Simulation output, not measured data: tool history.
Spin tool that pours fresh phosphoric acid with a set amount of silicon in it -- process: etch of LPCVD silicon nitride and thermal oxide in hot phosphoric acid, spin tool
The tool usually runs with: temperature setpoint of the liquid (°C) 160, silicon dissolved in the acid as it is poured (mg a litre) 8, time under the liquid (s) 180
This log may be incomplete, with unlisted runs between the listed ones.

run   hour  temperature setpoint of the liquid (°C)  silicon dissolved in the acid as it is poured (mg a litre)  time under the liquid (s)  wafers since the last listed run  hours since the thermometer was replaced  hours since the dissolved silicon flow meter was replaced  hours since the heated supply line was repaired  hours since the gauge calibration  read-back film thickness of the LPCVD silicon nitride reference wafer, read on the same gauge (nm)  thickness taken off the LPCVD silicon nitride on a monitor wafer (nm)
  1      0                                      160                                                           8                        180                                 0                                     127.9                                                     2136.7                                           1052.4                              799.3                                                                                                  90                                                                  11.86
  2   34.8                                      160                                                           8                        180                               152                                     162.7                                                     2171.5                                           1087.2                              834.1                                                                                               90.01                                                                  11.84
  3   63.6                                      160                                                           8                        180                               126                                     191.5                                                     2200.3                                             1116                              862.9                                                                                               89.98                                                                  11.74
      90.1  -- dissolved silicon flow meter replaced
  4   90.6                                      160                                                           8                        180                               113                                     218.5                                                        0.5                                             1143                              889.9                                                                                               89.98                                                                  11.75
  5  103.6                                    162.5                                                           8                        245                                56                                     231.5                                                       13.5                                             1156                              902.9                                                                                                  90                                                                  17.35
  6  133.2                                    158.5                                                           8                        260                               129                                     261.1                                                       43.1                                           1185.6                              932.5                                                                                               89.98                                                                  16.12
  7  155.5                                      160                                                           8                        180                                97                                     283.4                                                       65.4                                           1207.9                              954.8                                                                                               89.98                                                                  11.76
     161.3  -- gauge calibrated
  8  173.5                                      160                                                           8                        220                                78                                     301.4                                                       83.4                                           1225.9                               12.2                                                                                               90.01                                                                  14.11
  9  198.7                                    162.5                                                           8                        180                               110                                     326.6                                                      108.6                                           1251.1                               37.4                                                                                               89.99                                                                  12.78
 10  227.5                                      160                                                           8                        180                               126                                     355.4                                                      137.4                                           1279.9                               66.2                                                                                               90.01                                                                  11.43
 11  249.1                                    162.5                                                        10.5                        140                                94                                       377                                                        159                                           1301.5                               87.8                                                                                               89.97                                                                   9.75
 12  274.2                                      160                                                           8                        180                               109                                     402.1                                                      184.1                                           1326.6                              112.9                                                                                                  90                                                                   11.4
 13  308.8                                    157.5                                                          11                        250                               151                                     436.7                                                      218.7                                           1361.2                              147.5                                                                                               89.99                                                                  14.46
 14  321.5                                      160                                                           8                        180                                55                                     449.4                                                      231.4                                           1373.9                              160.2                                                                                                  90                                                                  11.39
 15  353.6                                      160                                                           4                        180                               140                                     481.5                                                      263.5                                             1406                              192.3                                                                                               89.98                                                                  11.37
     363.6  -- heated supply line repaired
 16  433.1                                      160                                                           8                        180                               343                                       561                                                        343                                             69.5                              271.8                                                                                               89.97                                                                  12.43
 17  453.3                                      160                                                         2.5                        140                                88                                     581.2                                                      363.2                                             89.7                                292                                                                                                  90                                                                   9.68
 18  486.1                                      160                                                        10.5                        180                               143                                       614                                                        396                                            122.5                              324.8                                                                                               89.99                                                                  12.35
 19  506.9                                      160                                                           8                        130                                91                                     634.8                                                      416.8                                            143.3                              345.6                                                                                               89.99                                                                   8.72
 20  520.3                                      160                                                          14                        255                                58                                     648.2                                                      430.2                                            156.7                                359                                                                                               90.01                                                                  17.35
 21  537.1                                      159                                                           8                        135                                73                                       665                                                        447                                            173.5                              375.8                                                                                               90.01                                                                   8.85
 22    564                                      162                                                           6                        180                               117                                     691.9                                                      473.9                                            200.4                              402.7                                                                                                  90                                                                  13.05
 23  581.5                                    161.5                                                        10.5                        270                                76                                     709.4                                                      491.4                                            217.9                              420.2                                                                                                  90                                                                  19.28

3 options for the next run, each taken on its own from the tool as it stands now. Forecast them:
  A   582                                      160                                                           3                        180                                 2                                     709.9                                                      491.9                                            218.4                              420.7                                                                                                   ?                                                                      ?
  B   582                                      159                                                         2.5                        225                                 2                                     709.9                                                      491.9                                            218.4                              420.7                                                                                                   ?                                                                      ?
  C   582                                    158.5                                                        13.5                         85                                 2                                     709.9                                                      491.9                                            218.4                              420.7                                                                                                   ?                                                                      ?

run  read-back film thickness of the LPCVD silicon nitride reference wafer, read on the same gauge (nm)  thickness taken off the LPCVD silicon nitride on a monitor wafer (nm)
  A                                                                                               89.99                                                                  12.04
  B                                                                                               89.99                                                                  14.55
  C                                                                                               89.99                                                                    5.4
Take away the tool's hidden state, keep each run's random variation, and the runs would have read:
run  thickness taken off the LPCVD silicon nitride on a monitor wafer (nm)
  A                                                                  12.87
  B                                                                  15.56
  C                                                                   5.78
